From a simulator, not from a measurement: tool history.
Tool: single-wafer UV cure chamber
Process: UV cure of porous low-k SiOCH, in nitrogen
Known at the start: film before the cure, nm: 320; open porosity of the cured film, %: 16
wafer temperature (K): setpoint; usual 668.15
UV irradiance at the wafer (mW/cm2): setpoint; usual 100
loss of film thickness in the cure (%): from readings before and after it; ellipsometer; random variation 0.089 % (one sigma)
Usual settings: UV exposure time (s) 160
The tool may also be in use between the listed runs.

run	hour	wafer temperature (K)	UV exposure time (s)	UV irradiance at the wafer (mW/cm2)	wafers since the last listed run	hours since the UV bulbs were replaced	wafers since the quartz window was cleaned	loss of film thickness in the cure (%)
1	0	668.15	160	100	0	2280.9	1390	7.685
2	13.7	668.15	160	100	98	2294.6	1489	7.716
3	26.9	668.15	160	100	95	2307.8	1584	7.659
4	35.8	668.15	160	100	64	2316.7	1649	7.49
5	50.2	668.15	160	100	103	2331.1	1753	7.534
6	89.8	668.15	120	100	285	2370.7	2039	6.224
7	97.5	668.15	205	100	55	2378.4	2094	8.347
8	109.6	668.15	205	100	87	2390.5	2182	8.313
9	124.3	668.15	205	100	106	2405.2	2288	8.27
10	137.5	668.15	160	100	95	2418.4	2383	7.256
# hour 156: UV bulbs replaced
11	156.5	668.15	160	100	79	0.5	2463	9.579
12	168.8	668.15	160	100	88	12.8	2551	9.716
13	177.2	668.15	160	100	60	21.2	2612	9.748
14	189.8	668.15	160	100	90	33.8	2703	9.643
15	202.4	668.15	160	100	90	46.4	2794	9.542
16	215.3	674.15	95	100	93	59.3	2887	7.491
17	229	668.15	105	65	98	73	2986	6.04
18	244.6	674.15	235	81	112	88.6	3099	10.432
19	258	668.15	160	100	96	102	3196	9.629
20	267.9	668.15	205	74	71	111.9	3267	9.353
21	285.2	681.15	210	66	124	129.2	3392	9.18
22	291.7	658.15	220	89	46	135.7	3439	10.387
# hour 304.9: quartz window cleaned
23	305.4	668.15	160	114	41	149.4	3	10.58
24	310.9	668.15	160	100	39	154.9	42	10.027
25	347.5	668.15	160	100	264	191.5	307	9.85
26	355.2	668.15	160	100	55	199.2	362	9.941
27	397.1	668.15	160	129	302	241.1	665	11.058
28	403.5	668.15	160	100	46	247.5	711	9.827
29	418.4	684.15	225	133	107	262.4	819	13.091
30	435.6	668.15	115	133	124	279.6	943	9.723
31	453.5	684.15	160	115	129	297.5	1072	10.556

Hidden state at the last listed run before each entry between runs and at the first one after, where it differs:
Between runs 10 and 11: UV bulbs replaced (hour 156)
  lamp output below its setpoint, %: 44.7 -> 2.2; transmission lost against a clean window, %: 9.12 -> 9.28
  measured less the result without the state, loss of film thickness in the cure (%): -3.017 -> -0.538
Between runs 22 and 23: quartz window cleaned (hour 304.9)
  lamp output below its setpoint, %: 2.33 -> 2.36; transmission lost against a clean window, %: 10 -> 0.807
  measured less the result without the state, loss of film thickness in the cure (%): -0.601 -> -0.147

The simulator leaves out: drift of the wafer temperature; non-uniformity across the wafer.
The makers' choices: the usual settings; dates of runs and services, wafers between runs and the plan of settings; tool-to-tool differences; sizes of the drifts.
